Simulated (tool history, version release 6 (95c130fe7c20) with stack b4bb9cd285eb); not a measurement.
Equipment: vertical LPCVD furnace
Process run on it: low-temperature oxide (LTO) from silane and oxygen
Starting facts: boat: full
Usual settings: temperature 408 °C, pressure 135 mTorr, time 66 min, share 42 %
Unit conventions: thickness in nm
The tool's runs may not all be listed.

| run | hour | temperature | pressure | time | share | read-back reference wafer on the same gauge, thickness | thickness |
|---|---|---|---|---|---|---|---|
| 1 | 0 | 408 | 135 | 66 | 42 | 479.56 | 404.9 |
| 2 | 69.9 | 412 | 135 | 66 | 42 | 479.08 | 419.16 |
| 3 | 111.5 | 412 | 135 | 66 | 42 | 480.09 | 417.75 |
| 4 | 209.2 | 412 | 135 | 66 | 42 | 479.93 | 419.18 |
|  | 287.8 | thermocouples replaced and temperature profile calibrated |
| 5 | 288.3 | 408 | 135 | 66 | 42 | 479.84 | 399.99 |
|  | 348.1 | pressure gauge zeroed |
| 6 | 348.6 | 408 | 135 | 66 | 42 | 481.47 | 418.42 |
| 7 | 367.8 | 408 | 135 | 66 | 42 | 479.65 | 424.96 |
| 8 | 403.3 | 408 | 135 | 66 | 42 | 478.93 | 424.46 |
|  | 420.8 | gauge calibrated |
|  | 469.4 | silane flow controller replaced |
| 9 | 469.9 | 408 | 135 | 66 | 42 | 479.86 | 422.53 |
| 10 | 511.5 | 397 | 135 | 66 | 42 | 480.14 | 371.42 |
| 11 | 558.8 | 399 | 120 | 78 | 45 | 479.17 | 432.04 |
| 12 | 584.1 | 408 | 115 | 66 | 37 | 479.48 | 306.4 |
| 13 | 641 | 408 | 165 | 92 | 42 | 479.38 | 705.47 |
| 14 | 676.8 | 408 | 165 | 51 | 46 | 480.27 | 433.76 |
| 15 | 734.8 | 396 | 135 | 85.5 | 42 | 480.08 | 473.13 |
| 16 | 776.5 | 412 | 135 | 66 | 42 | 480.21 | 433.8 |
| 17 | 819.1 | 408 | 160 | 66 | 35 | 480.25 | 396.68 |
| 18 | 849.2 | 418 | 135 | 74 | 42 | 479.72 | 514.92 |

Below are 5 alternative next runs, each starting from the tool's condition after run 18. Predict each:
| A | 853.7 | 408 | 135 | 66 | 38 | ? | ? |
| B | 853.7 | 396 | 135 | 74 | 38 | ? | ? |
| C | 853.7 | 396 | 120 | 74 | 45 | ? | ? |
| D | 853.7 | 412 | 135 | 66 | 46 | ? | ? |
| E | 853.7 | 408 | 135 | 78.5 | 40 | ? | ? |

| run | read-back reference wafer on the same gauge, thickness | thickness |
|---|---|---|
| A | 479.84 | 369.9 |
| B | 479.84 | 362.95 |
| C | 479.84 | 391.38 |
| D | 479.84 | 475.21 |
| E | 479.84 | 467.76 |
Stripped of hidden state, with their random variation kept, the same runs would have yielded:
| run | thickness |
|---|---|
| A | 377.72 |
| B | 370.63 |
| C | 400.72 |
| D | 485.27 |
| E | 477.65 |

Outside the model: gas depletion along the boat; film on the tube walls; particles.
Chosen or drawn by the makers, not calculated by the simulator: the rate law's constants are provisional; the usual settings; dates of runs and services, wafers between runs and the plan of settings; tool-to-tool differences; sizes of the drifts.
